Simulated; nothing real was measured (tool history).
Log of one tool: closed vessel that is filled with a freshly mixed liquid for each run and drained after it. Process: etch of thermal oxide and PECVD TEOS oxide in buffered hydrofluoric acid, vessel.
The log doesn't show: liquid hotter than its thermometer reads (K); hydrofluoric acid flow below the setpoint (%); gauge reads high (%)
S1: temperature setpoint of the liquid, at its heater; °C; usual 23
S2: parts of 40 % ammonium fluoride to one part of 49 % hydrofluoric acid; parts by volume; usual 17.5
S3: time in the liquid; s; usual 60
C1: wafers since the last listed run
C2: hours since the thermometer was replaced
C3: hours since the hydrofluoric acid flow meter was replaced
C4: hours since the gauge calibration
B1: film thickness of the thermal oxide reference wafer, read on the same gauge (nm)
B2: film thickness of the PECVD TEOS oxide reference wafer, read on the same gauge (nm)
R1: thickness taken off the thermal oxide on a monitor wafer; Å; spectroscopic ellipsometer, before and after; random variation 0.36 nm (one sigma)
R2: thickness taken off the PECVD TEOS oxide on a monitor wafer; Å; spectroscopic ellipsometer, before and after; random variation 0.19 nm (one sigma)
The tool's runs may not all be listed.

Run 1, hour 0: usual settings but S1 20.5 °C, S2 14 parts by volume; C1 0; C2 1624.3; C3 170; C4 90.9; B1 119.99; B2 40.01. Result: R1 390.9 Å, R2 585.6 Å.
Run 2, hour 73.3: usual settings but S1 24.5 °C, S3 70 s; C1 7372; C2 1697.6; C3 243.3; C4 164.2; B1 120.01; B2 39.95. Result: R1 461 Å, R2 679.1 Å.
Run 3, hour 128.7: usual settings but S1 24.5 °C, S3 70 s; C1 5571; C2 1753; C3 298.7; C4 219.6; B1 119.97; B2 40.02. Result: R1 459.2 Å, R2 680.5 Å.
Run 4, hour 232.9: usual settings but S3 35 s; C1 10479; C2 1857.2; C3 402.9; C4 323.8; B1 120.02; B2 39.99. Result: R1 209.2 Å, R2 307.9 Å.
Run 5, hour 333.8: usual settings but S1 18.5 °C, S2 13 parts by volume, S3 50 s; C1 10148; C2 1958.1; C3 503.8; C4 424.7; B1 119.97; B2 40.03. Result: R1 304.3 Å, R2 453.4 Å.
Run 6, hour 400: usual settings but S2 15 parts by volume, S3 95 s; C1 6658; C2 2024.3; C3 570; C4 490.9; B1 120; B2 40. Result: R1 638.4 Å, R2 955.5 Å.
Run 7, hour 485.8: usual settings but S1 25.5 °C, S2 11 parts by volume, S3 30 s; C1 8629; C2 2110.1; C3 655.8; C4 576.7; B1 120.03; B2 40.05. Result: R1 311.5 Å, R2 466.9 Å.
Run 8, hour 571: usual settings; C1 8569; C2 2195.3; C3 741; C4 661.9; B1 120.03; B2 40. Result: R1 344.3 Å, R2 507.9 Å.
Run 9, hour 675.7: usual settings; C1 10530; C2 2300; C3 845.7; C4 766.6; B1 120; B2 40.02. Result: R1 337 Å, R2 502.7 Å.
Run 10, hour 741.1: usual settings; C1 6577; C2 2365.4; C3 911.1; C4 832; B1 120.03; B2 40. Result: R1 339.2 Å, R2 500.2 Å.
Run 11, hour 794.8: usual settings but S1 20.5 °C, S2 12 parts by volume, S3 70 s; C1 5400; C2 2419.1; C3 964.8; C4 885.7; B1 119.99; B2 40. Result: R1 488.2 Å, R2 730.2 Å.
Run 12, hour 858.8: usual settings but S2 15 parts by volume, S3 95 s; C1 6436; C2 2483.1; C3 1028.8; C4 949.7; B1 119.98; B2 40.01. Result: R1 611.5 Å, R2 910.2 Å.
At hour 888.8: hydrofluoric acid flow meter replaced.
At hour 939.6: thermometer replaced.
Run 13, hour 942.3: usual settings but S1 19 °C, S2 12.5 parts by volume, S3 35 s; C1 8196; C2 2.7; C3 53.5; C4 1033.2; B1 120.01; B2 39.97. Result: R1 237.1 Å, R2 355 Å.
Run 14, hour 993: usual settings but S2 24 parts by volume, S3 30 s; C1 5099; C2 53.4; C3 104.2; C4 1083.9; B1 119.98; B2 40.02. Result: R1 140.4 Å, R2 211.4 Å.
Run 15, hour 1079.1: usual settings; C1 8659; C2 139.5; C3 190.3; C4 1170; B1 119.97; B2 39.97. Result: R1 363.6 Å, R2 535.2 Å.
Run 16, hour 1167.1: usual settings but S1 20 °C, S2 14.5 parts by volume, S3 40 s; C1 8850; C2 227.5; C3 278.3; C4 1258; B1 120.02; B2 39.95. Result: R1 237.3 Å, R2 363.1 Å.
Run 17, hour 1274.4: usual settings but S2 22.5 parts by volume; C1 10791; C2 334.8; C3 385.6; C4 1365.3; B1 119.97; B2 40.01. Result: R1 291.5 Å, R2 432.2 Å.
Run 18, hour 1332.5: usual settings; C1 5843; C2 392.9; C3 443.7; C4 1423.4; B1 120.06; B2 40.01. Result: R1 353.7 Å, R2 525.7 Å.
Run 19, hour 1415.1: usual settings; C1 8307; C2 475.5; C3 526.3; C4 1506; B1 119.99; B2 39.94. Result: R1 345.6 Å, R2 519.3 Å.
Run 20, hour 1511: usual settings but S1 27 °C, S2 11.5 parts by volume, S3 30 s; C1 9645; C2 571.4; C3 622.2; C4 1601.9; B1 120.02; B2 40.04. Result: R1 321.9 Å, R2 479.8 Å.
Run 21, hour 1594.4: usual settings but S1 19.5 °C, S2 20 parts by volume, S3 90 s; C1 8387; C2 654.8; C3 705.6; C4 1685.3; B1 119.99; B2 39.99. Result: R1 380.4 Å, R2 561.7 Å.
Run 22, hour 1696.4: usual settings; C1 10258; C2 756.8; C3 807.6; C4 1787.3; B1 120; B2 40.03. Result: R1 334.3 Å, R2 504.8 Å.
Run 23, hour 1771.2: usual settings but S1 19 °C, S2 10.5 parts by volume, S3 90 s; C1 7523; C2 831.6; C3 882.4; C4 1862.1; B1 120.02; B2 40. Result: R1 650.5 Å, R2 986.2 Å.
Run 24, hour 1864.3: usual settings but S2 12 parts by volume, S3 85 s; C1 9363; C2 924.7; C3 975.5; C4 1955.2; B1 120.02; B2 40.07. Result: R1 693.9 Å, R2 1014.6 Å.
Run 25, hour 1963.7: usual settings but S1 26 °C, S3 95 s; C1 9997; C2 1024.1; C3 1074.9; C4 2054.6; B1 120.03; B2 40.05. Result: R1 610.3 Å, R2 910.9 Å.
Run 26, hour 2026.7: usual settings but S2 19.5 parts by volume, S3 90 s; C1 6336; C2 1087.1; C3 1137.9; C4 2117.6; B1 119.98; B2 40.03. Result: R1 455.4 Å, R2 672.6 Å.

Some steps in R1 between neighbouring runs. How much of each would the tool show without its hidden state too (settings, what came in, random variation), and how much is left for the hidden state, with any gauge scatter that isn't in both results?
Run 5 -> 6: S1 18.5 -> 23, S2 13 -> 15, S3 50 -> 95. R1 +334.1 Å: hidden state -22.9, all else +357.
Run 12 -> 13: S1 23 -> 19, S2 15 -> 12.5, S3 95 -> 35, hydrofluoric acid flow meter replaced, thermometer replaced. R1 -374.4 Å: hidden state +68.6, all else -443.
Run 22 -> 23: S1 23 -> 19, S2 17.5 -> 10.5, S3 60 -> 90. R1 +316.2 Å: hidden state -35.2, all else +351.4.

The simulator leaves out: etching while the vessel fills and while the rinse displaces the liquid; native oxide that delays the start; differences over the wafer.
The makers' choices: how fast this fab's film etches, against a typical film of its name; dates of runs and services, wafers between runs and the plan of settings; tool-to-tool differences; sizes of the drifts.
